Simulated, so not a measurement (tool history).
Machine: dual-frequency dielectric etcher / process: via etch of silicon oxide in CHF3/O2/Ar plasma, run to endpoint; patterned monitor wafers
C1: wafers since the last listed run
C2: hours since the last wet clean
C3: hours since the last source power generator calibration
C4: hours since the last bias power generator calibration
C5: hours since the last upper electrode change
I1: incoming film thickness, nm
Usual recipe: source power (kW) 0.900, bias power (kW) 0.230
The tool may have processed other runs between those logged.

{"run": 1, "day": 0.0, "source power (kW)": 0.9, "bias power (kW)": 0.23, "C1": 0, "C2": 168.1, "C3": 4789.4, "C4": 2729.3, "C5": 2680.1, "I1": 413.7, "endpoint time (s)": 171.2}
{"run": 2, "day": 1.012, "source power (kW)": 0.73, "bias power (kW)": 0.244, "C1": 153, "C2": 192.4, "C3": 4813.7, "C4": 2753.6, "C5": 2704.4, "I1": 416.7, "endpoint time (s)": 189.9}
{"run": 3, "day": 1.833, "source power (kW)": 0.73, "bias power (kW)": 0.244, "C1": 124, "C2": 212.1, "C3": 4833.4, "C4": 2773.3, "C5": 2724.1, "I1": 418.8, "endpoint time (s)": 190.5}
{"run": 4, "day": 2.729, "source power (kW)": 0.73, "bias power (kW)": 0.244, "C1": 135, "C2": 233.6, "C3": 4854.9, "C4": 2794.8, "C5": 2745.6, "I1": 418.1, "endpoint time (s)": 190.5}
{"run": 5, "day": 3.838, "source power (kW)": 0.99, "bias power (kW)": 0.23, "C1": 168, "C2": 260.2, "C3": 4881.5, "C4": 2821.4, "C5": 2772.2, "I1": 416.5, "endpoint time (s)": 163.4}
{"run": 6, "day": 4.812, "source power (kW)": 0.99, "bias power (kW)": 0.23, "C1": 147, "C2": 283.6, "C3": 4904.9, "C4": 2844.8, "C5": 2795.6, "I1": 416.1, "endpoint time (s)": 162.9}
{"run": 7, "day": 5.338, "source power (kW)": 0.9, "bias power (kW)": 0.23, "C1": 79, "C2": 296.2, "C3": 4917.5, "C4": 2857.4, "C5": 2808.2, "I1": 412.6, "endpoint time (s)": 172.7}
{"day": 7.162, "done": "upper electrode replaced"}
{"run": 8, "day": 7.183, "source power (kW)": 0.9, "bias power (kW)": 0.23, "C1": 128, "C2": 340.5, "C3": 4961.8, "C4": 2901.7, "C5": 0.5, "I1": 416.6, "endpoint time (s)": 171.0}
{"run": 9, "day": 7.2, "source power (kW)": 0.9, "bias power (kW)": 0.23, "C1": 2, "C2": 340.9, "C3": 4962.2, "C4": 2902.1, "C5": 0.9, "I1": 418.8, "endpoint time (s)": 174.1}
{"run": 10, "day": 7.612, "source power (kW)": 1.06, "bias power (kW)": 0.272, "C1": 62, "C2": 350.8, "C3": 4972.1, "C4": 2912.0, "C5": 10.8, "I1": 415.1, "endpoint time (s)": 143.3}
{"run": 11, "day": 8.788, "source power (kW)": 0.9, "bias power (kW)": 0.23, "C1": 178, "C2": 379.0, "C3": 5000.3, "C4": 2940.2, "C5": 39.0, "I1": 415.5, "endpoint time (s)": 172.5}
{"day": 9.896, "done": "bias power generator calibrated"}
{"run": 12, "day": 10.242, "source power (kW)": 0.95, "bias power (kW)": 0.207, "C1": 195, "C2": 413.9, "C3": 5035.2, "C4": 8.3, "C5": 73.9, "I1": 415.4, "endpoint time (s)": 176.8}
{"run": 13, "day": 10.983, "source power (kW)": 0.73, "bias power (kW)": 0.23, "C1": 112, "C2": 431.7, "C3": 5053.0, "C4": 26.1, "C5": 91.7, "I1": 416.5, "endpoint time (s)": 195.8}
{"day": 12.067, "done": "wet clean of the chamber"}
{"run": 14, "day": 12.458, "source power (kW)": 0.73, "bias power (kW)": 0.23, "C1": 72, "C2": 9.4, "C3": 5088.4, "C4": 61.5, "C5": 127.1, "I1": 415.1, "endpoint time (s)": 195.2}
{"run": 15, "day": 12.988, "source power (kW)": 0.73, "bias power (kW)": 0.23, "C1": 80, "C2": 22.1, "C3": 5101.1, "C4": 74.2, "C5": 139.8, "I1": 416.3, "endpoint time (s)": 196.2}
{"run": 16, "day": 14.392, "source power (kW)": 0.9, "bias power (kW)": 0.23, "C1": 213, "C2": 55.8, "C3": 5134.8, "C4": 107.9, "C5": 173.5, "I1": 411.9, "endpoint time (s)": 171.3}
{"run": 17, "day": 17.683, "source power (kW)": 0.9, "bias power (kW)": 0.202, "C1": 499, "C2": 134.8, "C3": 5213.8, "C4": 186.9, "C5": 252.5, "I1": 413.0, "endpoint time (s)": 183.6}
{"day": 21.296, "done": "source power generator calibrated"}
{"run": 18, "day": 21.829, "source power (kW)": 0.9, "bias power (kW)": 0.23, "C1": 603, "C2": 234.3, "C3": 12.8, "C4": 286.4, "C5": 352.0, "I1": 414.5, "endpoint time (s)": 173.4}
{"run": 19, "day": 22.954, "source power (kW)": 0.9, "bias power (kW)": 0.23, "C1": 170, "C2": 261.3, "C3": 39.8, "C4": 313.4, "C5": 379.0, "I1": 415.5, "endpoint time (s)": 172.8}
{"run": 20, "day": 24.258, "source power (kW)": 0.74, "bias power (kW)": 0.187, "C1": 197, "C2": 292.6, "C3": 71.1, "C4": 344.7, "C5": 410.3, "I1": 412.6, "endpoint time (s)": 216.4}
{"run": 21, "day": 25.267, "source power (kW)": 0.9, "bias power (kW)": 0.23, "C1": 153, "C2": 316.8, "C3": 95.3, "C4": 368.9, "C5": 434.5, "I1": 418.7, "endpoint time (s)": 173.7}
{"run": 22, "day": 26.625, "source power (kW)": 1.11, "bias power (kW)": 0.23, "C1": 206, "C2": 349.4, "C3": 127.9, "C4": 401.5, "C5": 467.1, "I1": 421.7, "endpoint time (s)": 157.5}
{"day": 28.5, "done": "wet clean of the chamber"}
{"run": 23, "day": 28.521, "source power (kW)": 0.68, "bias power (kW)": 0.267, "C1": 135, "C2": 0.5, "C3": 173.4, "C4": 447.0, "C5": 512.6, "I1": 415.8, "endpoint time (s)": 190.9}
{"run": 24, "day": 28.588, "source power (kW)": 0.9, "bias power (kW)": 0.247, "C1": 10, "C2": 2.1, "C3": 175.0, "C4": 448.6, "C5": 514.2, "I1": 418.9, "endpoint time (s)": 166.9}
{"run": 25, "day": 31.646, "source power (kW)": 0.73, "bias power (kW)": 0.244, "C1": 464, "C2": 75.5, "C3": 248.4, "C4": 522.0, "C5": 587.6, "I1": 411.5, "endpoint time (s)": 186.1}
{"run": 26, "day": 32.15, "source power (kW)": 0.72, "bias power (kW)": 0.182, "C1": 76, "C2": 87.6, "C3": 260.5, "C4": 534.1, "C5": 599.7, "I1": 413.4, "endpoint time (s)": 222.6}
{"run": 27, "day": 32.983, "source power (kW)": 0.9, "bias power (kW)": 0.23, "C1": 126, "C2": 107.6, "C3": 280.5, "C4": 554.1, "C5": 619.7, "I1": 415.3, "endpoint time (s)": 172.3}
{"run": 28, "day": 33.625, "source power (kW)": 1.08, "bias power (kW)": 0.201, "C1": 97, "C2": 123.0, "C3": 295.9, "C4": 569.5, "C5": 635.1, "I1": 416.8, "endpoint time (s)": 168.0}
{"run": 29, "day": 34.596, "source power (kW)": 0.9, "bias power (kW)": 0.23, "C1": 147, "C2": 146.3, "C3": 319.2, "C4": 592.8, "C5": 658.4, "I1": 414.5, "endpoint time (s)": 172.5}
{"run": 30, "day": 35.788, "source power (kW)": 0.83, "bias power (kW)": 0.279, "C1": 180, "C2": 174.9, "C3": 347.8, "C4": 621.4, "C5": 687.0, "I1": 414.7, "endpoint time (s)": 161.4}
{"run": 31, "day": 37.054, "source power (kW)": 0.71, "bias power (kW)": 0.23, "C1": 192, "C2": 205.3, "C3": 378.2, "C4": 651.8, "C5": 717.4, "I1": 414.1, "endpoint time (s)": 199.5}
{"run": 32, "day": 38.433, "source power (kW)": 0.9, "bias power (kW)": 0.23, "C1": 209, "C2": 238.4, "C3": 411.3, "C4": 684.9, "C5": 750.5, "I1": 412.5, "endpoint time (s)": 170.8}
{"run": 33, "day": 39.738, "source power (kW)": 0.69, "bias power (kW)": 0.23, "C1": 197, "C2": 269.7, "C3": 442.6, "C4": 716.2, "C5": 781.8, "I1": 415.5, "endpoint time (s)": 204.8}
{"run": 34, "day": 40.454, "source power (kW)": 0.96, "bias power (kW)": 0.18, "C1": 108, "C2": 286.9, "C3": 459.8, "C4": 733.4, "C5": 799.0, "I1": 417.4, "endpoint time (s)": 191.4}
{"run": 35, "day": 41.146, "source power (kW)": 0.78, "bias power (kW)": 0.23, "C1": 104, "C2": 303.5, "C3": 476.4, "C4": 750.0, "C5": 815.6, "I1": 413.6, "endpoint time (s)": 186.6}
{"day": 43.258, "done": "wet clean of the chamber"}
{"run": 36, "day": 43.279, "source power (kW)": 0.68, "bias power (kW)": 0.191, "C1": 172, "C2": 0.5, "C3": 527.6, "C4": 801.2, "C5": 866.8, "I1": 413.3, "endpoint time (s)": 225.0}

Forecast each of these 3 alternatives for the next run:
{"run": "A", "day": 43.3, "source power (kW)": 0.72, "bias power (kW)": 0.23, "C1": 3, "C2": 1.0, "C3": 528.1, "C4": 801.7, "C5": 867.3, "I1": 415.0, "endpoint time (s)": "?"}
{"run": "B", "day": 43.3, "source power (kW)": 0.73, "bias power (kW)": 0.276, "C1": 3, "C2": 1.0, "C3": 528.1, "C4": 801.7, "C5": 867.3, "I1": 415.0, "endpoint time (s)": "?"}
{"run": "C", "day": 43.3, "source power (kW)": 0.99, "bias power (kW)": 0.208, "C1": 3, "C2": 1.0, "C3": 528.1, "C4": 801.7, "C5": 867.3, "I1": 415.0, "endpoint time (s)": "?"}

run=A endpoint_time_(s)=196.7
run=B endpoint_time_(s)=176.8
run=C endpoint_time_(s)=171.8
Stripped of hidden state, with their random variation kept, the same runs would have yielded:
run=A endpoint_time_(s)=196.7
run=B endpoint_time_(s)=176.8
run=C endpoint_time_(s)=171.8
